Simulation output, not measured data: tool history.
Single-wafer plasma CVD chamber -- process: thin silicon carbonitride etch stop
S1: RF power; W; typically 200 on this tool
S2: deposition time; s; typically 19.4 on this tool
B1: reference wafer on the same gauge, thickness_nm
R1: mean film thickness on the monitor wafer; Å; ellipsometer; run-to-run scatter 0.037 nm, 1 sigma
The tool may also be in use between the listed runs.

Run 1, day 0: usual settings; B1 11.098. Result: R1 115.18 Å.
Run 2, day 3.2: usual settings; B1 11.098. Result: R1 114.44 Å.
Run 3, day 7.467: usual settings; B1 11.107. Result: R1 114.88 Å.
Run 4, day 9.25: usual settings but S2 18.3 s; B1 11.102. Result: R1 108.31 Å.
Run 5, day 13.162: usual settings but S2 18.3 s; B1 11.095. Result: R1 108.87 Å.
Run 6, day 14.696: usual settings; B1 11.103. Result: R1 114.27 Å.
Run 7, day 18.062: usual settings; B1 11.101. Result: R1 114.32 Å.
Run 8, day 21.829: usual settings; B1 11.1. Result: R1 114.24 Å.
Run 9, day 23.675: usual settings but S2 20.7 s; B1 11.101. Result: R1 122.46 Å.
Run 10, day 25.883: usual settings but S2 21 s; B1 11.1. Result: R1 124.21 Å.
At day 28.929: RF generator calibrated.
Run 11, day 29.508: usual settings but S1 215 W, S2 22.7 s; B1 11.1. Result: R1 136.31 Å.
Run 12, day 32.129: usual settings; B1 11.095. Result: R1 114.27 Å.
At day 35.238: gauge calibrated.
Run 13, day 35.271: usual settings but S2 16.4 s; B1 11.11. Result: R1 96.77 Å.
At day 35.654: showerhead replaced.
At day 35.921: thermocouple changed; heater temperature recalibrated.
Run 14, day 39.246: usual settings but S1 210 W, S2 16.9 s; B1 11.089. Result: R1 100.9 Å.
Run 15, day 41.612: usual settings but S1 170 W; B1 11.098. Result: R1 109.56 Å.
Run 16, day 45.079: usual settings but S1 165 W; B1 11.093. Result: R1 108.66 Å.
Run 17, day 47.562: usual settings but S2 16.4 s; B1 11.1. Result: R1 96.86 Å.

What does the tool deliver on the next run?
Run 18, day 49.838: usual settings but S1 160 W, S2 20.6 s; B1 ?. Result: R1 ?.

B1: 11.096
R1: 114.71 Å
Without the tool's hidden state the same run would have given R1 114.71 Å.

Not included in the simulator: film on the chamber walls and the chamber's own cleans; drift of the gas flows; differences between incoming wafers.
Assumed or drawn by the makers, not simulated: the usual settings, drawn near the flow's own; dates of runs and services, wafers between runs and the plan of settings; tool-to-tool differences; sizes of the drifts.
